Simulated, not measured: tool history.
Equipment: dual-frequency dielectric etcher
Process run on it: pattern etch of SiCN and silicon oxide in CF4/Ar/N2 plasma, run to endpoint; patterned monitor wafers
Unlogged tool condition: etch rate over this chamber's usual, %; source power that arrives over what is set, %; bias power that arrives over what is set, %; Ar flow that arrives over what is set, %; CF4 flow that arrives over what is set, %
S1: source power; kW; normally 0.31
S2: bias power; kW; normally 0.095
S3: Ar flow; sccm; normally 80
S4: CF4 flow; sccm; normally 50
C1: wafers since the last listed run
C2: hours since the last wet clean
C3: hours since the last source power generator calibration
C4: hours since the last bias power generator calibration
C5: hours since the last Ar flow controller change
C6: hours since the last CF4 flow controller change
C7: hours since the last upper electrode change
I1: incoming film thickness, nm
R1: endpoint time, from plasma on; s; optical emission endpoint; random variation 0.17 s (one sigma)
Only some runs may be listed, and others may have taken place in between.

run   hour    S1     S2  S3  S4    C1     C2     C3     C4     C5      C6      C7     I1    R1
  1      0  0.31  0.095  80  50     0     24  132.1  165.2     78  1344.4  2209.5  14.49  21.6
  2   31.3  0.31  0.095  98  61   659   55.3  163.4  196.5  109.3  1375.7  2240.8  14.43  21.7
  3   64.9  0.31  0.095  80  50   708   88.9    197  230.1  142.9  1409.3  2274.4  14.51  21.8
      85.6  -- CF4 flow controller replaced
  4   86.1  0.31  0.095  80  50   320  110.1  218.2  251.3  164.1     0.5  2295.6  14.78  22.3
  5  113.8  0.31  0.095  80  40   583  137.8  245.9    279  191.8    28.2  2323.3  14.48  22.5
  6  181.8  0.31  0.095  67  50  1433  205.8  313.9    347  259.8    96.2  2391.3  14.64  21.5
     223.3  -- upper electrode replaced
  7  223.8  0.33  0.117  99  44   379  247.8  355.9    389  301.8   138.2     0.5  14.56  20.5
  8  224.1  0.31  0.095  92  50     6  248.1  356.2  389.3  302.1   138.5     0.8  14.54  22.6
  9  243.4  0.25  0.095  80  45   406  267.4  375.5  408.6  321.4   157.8    20.1   14.5  24.4
 10  263.1  0.31  0.095  80  50   415  287.1  395.2  428.3  341.1   177.5    39.8  14.53  22.1
 11    279  0.31  0.095  80  50   335    303  411.1  444.2    357   193.4    55.7  14.57  22.3
 12    304  0.37  0.095  80  42   526    328  436.1  469.2    382   218.4    80.7  14.67  21.1
 13  322.7  0.31  0.095  71  50   394  346.7  454.8  487.9  400.7   237.1    99.4  14.63  22.1
 14  357.4  0.31  0.095  80  50   731  381.4  489.5  522.6  435.4   271.8   134.1  14.49  22.2
 15    386  0.31  0.095  80  50   602    410  518.1  551.2    464   300.4   162.7  14.61  22.3
 16  407.5  0.25  0.083  92  57   453  431.5  539.6  572.7  485.5   321.9   184.2  14.51  25.9
 17  438.4  0.37  0.095  80  50   651  462.4  570.5  603.6  516.4   352.8   215.1  14.59  20.3

What will run 18 give?
 18  455.9  0.27  0.095  80  46  368  479.9  588  621.1  533.9  370.3  232.6  14.67   ?

R1: 24.5 s
With no hidden state in the tool, this same run would have given R1 23.6 s.
